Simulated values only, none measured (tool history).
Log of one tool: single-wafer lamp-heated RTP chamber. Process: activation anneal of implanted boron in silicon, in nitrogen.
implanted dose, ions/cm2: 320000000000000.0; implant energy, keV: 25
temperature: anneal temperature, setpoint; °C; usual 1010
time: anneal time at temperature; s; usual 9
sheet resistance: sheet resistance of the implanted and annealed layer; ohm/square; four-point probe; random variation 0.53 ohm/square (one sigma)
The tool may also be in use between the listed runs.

run	hour	temperature	time	read-back reference wafer on the same gauge, sheet resistance	sheet resistance
1	0.0	1010	6	302.03	289.32
# hour 23.7: reflector plate cleaned
2	43.3	1010	6	301.97	291.22
3	80.4	1010	13	301.79	289.74
4	124.2	1010	13	301.84	288.39
5	148.9	1010	13	301.79	288.70
# hour 212.9: pyrometer window cleaned and pyrometer calibrated
6	215.0	1010	5	302.09	291.23
7	269.5	1010	5	301.96	291.20
8	306.9	1010	9	301.88	289.05

Forecast run 9:
9	370.1	998	12	?	?

{"run 9": {"read-back reference wafer on the same gauge, sheet resistance": 302.13, "sheet resistance": 290.73}}
Without the tool's hidden state the same run would have given sheet resistance 294.20 ohm/square.
